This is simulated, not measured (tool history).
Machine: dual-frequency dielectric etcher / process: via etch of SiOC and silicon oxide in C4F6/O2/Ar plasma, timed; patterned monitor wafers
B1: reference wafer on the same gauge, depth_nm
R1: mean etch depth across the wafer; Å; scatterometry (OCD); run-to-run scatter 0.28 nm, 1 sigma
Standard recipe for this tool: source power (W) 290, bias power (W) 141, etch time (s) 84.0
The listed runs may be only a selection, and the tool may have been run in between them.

run 1 day=0.000 | source_power_(W)=290 bias_power_(W)=141 etch_time_(s)=84.0 | B1=97.6 | R1=803
-- day=0.612 gauge calibrated
run 2 day=1.412 | source_power_(W)=290 bias_power_(W)=141 etch_time_(s)=84.0 | B1=97.6 | R1=799
run 3 day=2.600 | source_power_(W)=290 bias_power_(W)=141 etch_time_(s)=84.0 | B1=97.6 | R1=796
run 4 day=4.008 | source_power_(W)=290 bias_power_(W)=141 etch_time_(s)=89.5 | B1=97.6 | R1=851
-- day=5.242 wet clean of the chamber
run 5 day=5.262 | source_power_(W)=290 bias_power_(W)=141 etch_time_(s)=89.5 | B1=97.6 | R1=875
run 6 day=6.242 | source_power_(W)=290 bias_power_(W)=141 etch_time_(s)=89.5 | B1=97.6 | R1=872
run 7 day=7.054 | source_power_(W)=290 bias_power_(W)=141 etch_time_(s)=100.0 | B1=97.6 | R1=975
run 8 day=7.883 | source_power_(W)=290 bias_power_(W)=141 etch_time_(s)=66.0 | B1=97.6 | R1=639
run 9 day=9.096 | source_power_(W)=290 bias_power_(W)=141 etch_time_(s)=66.0 | B1=97.5 | R1=639
run 10 day=9.700 | source_power_(W)=290 bias_power_(W)=141 etch_time_(s)=66.0 | B1=97.6 | R1=637
-- day=10.033 bias power generator calibrated
run 11 day=10.908 | source_power_(W)=250 bias_power_(W)=141 etch_time_(s)=84.0 | B1=97.6 | R1=780
run 12 day=12.083 | source_power_(W)=250 bias_power_(W)=141 etch_time_(s)=84.0 | B1=97.6 | R1=782
run 13 day=12.854 | source_power_(W)=310 bias_power_(W)=141 etch_time_(s)=84.0 | B1=97.6 | R1=830
run 14 day=13.800 | source_power_(W)=230 bias_power_(W)=141 etch_time_(s)=84.0 | B1=97.6 | R1=763
run 15 day=14.567 | source_power_(W)=290 bias_power_(W)=141 etch_time_(s)=84.0 | B1=97.6 | R1=807
run 16 day=15.529 | source_power_(W)=260 bias_power_(W)=141 etch_time_(s)=84.0 | B1=97.7 | R1=778
-- day=16.888 upper electrode replaced, of another model than before
run 17 day=16.908 | source_power_(W)=260 bias_power_(W)=162 etch_time_(s)=66.5 | B1=97.5 | R1=692
run 18 day=17.883 | source_power_(W)=330 bias_power_(W)=130 etch_time_(s)=62.5 | B1=97.6 | R1=574
run 19 day=19.121 | source_power_(W)=290 bias_power_(W)=141 etch_time_(s)=84.0 | B1=97.6 | R1=802
-- day=20.138 source power generator calibrated
run 20 day=20.158 | source_power_(W)=290 bias_power_(W)=130 etch_time_(s)=84.0 | B1=97.6 | R1=754
run 21 day=21.304 | source_power_(W)=260 bias_power_(W)=141 etch_time_(s)=99.5 | B1=97.6 | R1=929
run 22 day=23.875 | source_power_(W)=340 bias_power_(W)=122 etch_time_(s)=75.5 | B1=97.5 | R1=657
run 23 day=24.967 | source_power_(W)=340 bias_power_(W)=110 etch_time_(s)=100.0 | B1=97.6 | R1=787
-- day=24.975 gauge calibrated
-- day=26.438 wet clean of the chamber
run 24 day=26.458 | source_power_(W)=340 bias_power_(W)=122 etch_time_(s)=75.5 | B1=97.6 | R1=678
run 25 day=27.483 | source_power_(W)=290 bias_power_(W)=141 etch_time_(s)=84.0 | B1=97.6 | R1=813
run 26 day=28.675 | source_power_(W)=340 bias_power_(W)=141 etch_time_(s)=107.5 | B1=97.5 | R1=1076
run 27 day=29.888 | source_power_(W)=290 bias_power_(W)=163 etch_time_(s)=84.0 | B1=97.6 | R1=905
run 28 day=30.533 | source_power_(W)=290 bias_power_(W)=128 etch_time_(s)=84.0 | B1=97.6 | R1=759
run 29 day=32.021 | source_power_(W)=290 bias_power_(W)=141 etch_time_(s)=84.0 | B1=97.6 | R1=814
run 30 day=34.846 | source_power_(W)=290 bias_power_(W)=141 etch_time_(s)=89.5 | B1=97.6 | R1=859

How would selected steps in R1 from run to run divide? Give the signed amount a tool lacking its hidden state would still show from settings, what came in and random variation, and the signed amount left for the hidden state, including any gauge scatter that is not in both of the compared results.
Hidden state present: etch rate over this chamber's usual, %; source power that arrives over what is set, %; bias power that arrives over what is set, %; gauge reads high (%).
Run 4 -> 5: wet clean of the chamber. R1 +24 Å: hidden state +25, all else -1.
Run 7 -> 8: etch time (s) 100.0 -> 66.0. R1 -336 Å: hidden state +1, all else -337.
Run 18 -> 19: source power (W) 330 -> 290, bias power (W) 130 -> 141, etch time (s) 62.5 -> 84.0. R1 +228 Å: hidden state -7, all else +235.
Run 21 -> 22: source power (W) 260 -> 340, bias power (W) 141 -> 122, etch time (s) 99.5 -> 75.5. R1 -272 Å: hidden state +4, all else -276.
Run 23 -> 24: bias power (W) 110 -> 122, etch time (s) 100.0 -> 75.5, gauge calibrated, wet clean of the chamber. R1 -109 Å: hidden state +25, all else -134.
Run 25 -> 26: source power (W) 290 -> 340, etch time (s) 84.0 -> 107.5. R1 +263 Å: hidden state -3, all else +266.
